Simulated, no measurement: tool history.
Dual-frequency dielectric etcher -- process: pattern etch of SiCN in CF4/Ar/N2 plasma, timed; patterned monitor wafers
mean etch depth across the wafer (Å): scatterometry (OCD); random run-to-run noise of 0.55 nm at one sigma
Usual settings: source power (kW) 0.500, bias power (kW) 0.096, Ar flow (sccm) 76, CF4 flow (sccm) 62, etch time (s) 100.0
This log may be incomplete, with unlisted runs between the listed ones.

run,hour,source power (kW),bias power (kW),Ar flow (sccm),CF4 flow (sccm),etch time (s),wafers since the last listed run,hours since the last wet clean,hours since the last source power generator calibration,hours since the last bias power generator calibration,hours since the last Ar flow controller change,hours since the last CF4 flow controller change,hours since the last upper electrode change,hours since the gauge calibration,"read-back reference wafer on the same gauge, depth_nm",mean etch depth across the wafer (Å)
1,0.0,0.500,0.096,76,58,100.0,0,153.0,3562.7,5098.0,4383.7,1574.2,4226.2,981.9,99.5,958
2,72.1,0.500,0.096,76,58,100.0,566,225.1,3634.8,5170.1,4455.8,1646.3,4298.3,1054.0,99.5,963
3,156.9,0.500,0.096,76,58,100.0,665,309.9,3719.6,5254.9,4540.6,1731.1,4383.1,1138.8,99.4,952
4,215.8,0.500,0.096,76,62,100.0,462,368.8,3778.5,5313.8,4599.5,1790.0,4442.0,1197.7,99.6,965
# hour 238.6: bias power generator calibrated
# hour 266.7: wet clean of the chamber
# hour 276.8: CF4 flow controller replaced
5,291.9,0.500,0.096,76,62,100.0,330,25.2,3854.6,53.3,4675.6,15.1,4518.1,1273.8,99.6,938
# hour 358.3: source power generator calibrated
6,383.7,0.500,0.096,76,62,100.0,689,117.0,25.4,145.1,4767.4,106.9,4609.9,1365.6,99.3,1008
7,453.0,0.570,0.096,76,62,100.0,544,186.3,94.7,214.4,4836.7,176.2,4679.2,1434.9,99.6,1165
8,501.4,0.570,0.096,76,62,100.0,380,234.7,143.1,262.8,4885.1,224.6,4727.6,1483.3,99.5,1158
9,604.3,0.500,0.096,76,62,100.0,807,337.6,246.0,365.7,4988.0,327.5,4830.5,1586.2,99.6,1037
# hour 715.8: wet clean of the chamber
10,716.3,0.500,0.085,76,62,100.0,690,0.5,358.0,477.7,5100.0,439.5,4942.5,1698.2,99.6,952
# hour 727.4: Ar flow controller replaced
11,746.0,0.500,0.096,76,62,100.0,186,30.2,387.7,507.4,18.6,469.2,4972.2,1727.9,99.5,990
12,810.8,0.500,0.111,64,76,86.0,508,95.0,452.5,572.2,83.4,534.0,5037.0,1792.7,99.3,926
13,864.6,0.500,0.096,76,62,129.0,422,148.8,506.3,626.0,137.2,587.8,5090.8,1846.5,99.5,1294
# hour 936.8: upper electrode replaced
# hour 941.1: gauge calibrated
14,964.5,0.570,0.096,76,62,100.0,595,248.7,606.2,725.9,237.1,687.7,27.7,23.4,99.6,1175
15,1066.4,0.500,0.109,76,62,100.0,800,350.6,708.1,827.8,339.0,789.6,129.6,125.3,99.1,1062
# hour 1094.1: wet clean of the chamber
16,1137.7,0.500,0.096,76,62,100.0,371,43.6,779.4,899.1,410.3,860.9,200.9,196.6,99.5,990
17,1243.2,0.540,0.104,90,62,100.0,828,149.1,884.9,1004.6,515.8,966.4,306.4,302.1,99.3,1082
18,1335.2,0.500,0.096,76,48,87.5,722,241.1,976.9,1096.6,607.8,1058.4,398.4,394.1,99.4,855
19,1437.1,0.500,0.096,65,47,100.0,800,343.0,1078.8,1198.5,709.7,1160.3,500.3,496.0,99.4,1015
# hour 1523.5: wet clean of the chamber
20,1524.0,0.500,0.103,76,48,100.0,493,0.5,1165.7,1285.4,796.6,1247.2,587.2,582.9,99.4,957

Branching from run 20: 5 alternative next runs. What would each branch give?
A,1524.4,0.500,0.096,90,62,100.0,3,0.9,1166.1,1285.8,797.0,1247.6,587.6,583.3,?,?
B,1524.4,0.500,0.096,76,73,100.0,3,0.9,1166.1,1285.8,797.0,1247.6,587.6,583.3,?,?
C,1524.4,0.500,0.110,76,69,100.0,3,0.9,1166.1,1285.8,797.0,1247.6,587.6,583.3,?,?
D,1524.4,0.500,0.096,64,71,70.0,3,0.9,1166.1,1285.8,797.0,1247.6,587.6,583.3,?,?
E,1524.4,0.500,0.096,76,52,100.0,3,0.9,1166.1,1285.8,797.0,1247.6,587.6,583.3,?,?

run,"read-back reference wafer on the same gauge, depth_nm",mean etch depth across the wafer (Å)
A,99.7,954
B,99.7,995
C,99.7,1018
D,99.7,707
E,99.7,951
What these runs would have given with no unlogged condition in the tool:
run,mean etch depth across the wafer (Å)
A,955
B,995
C,1018
D,707
E,951

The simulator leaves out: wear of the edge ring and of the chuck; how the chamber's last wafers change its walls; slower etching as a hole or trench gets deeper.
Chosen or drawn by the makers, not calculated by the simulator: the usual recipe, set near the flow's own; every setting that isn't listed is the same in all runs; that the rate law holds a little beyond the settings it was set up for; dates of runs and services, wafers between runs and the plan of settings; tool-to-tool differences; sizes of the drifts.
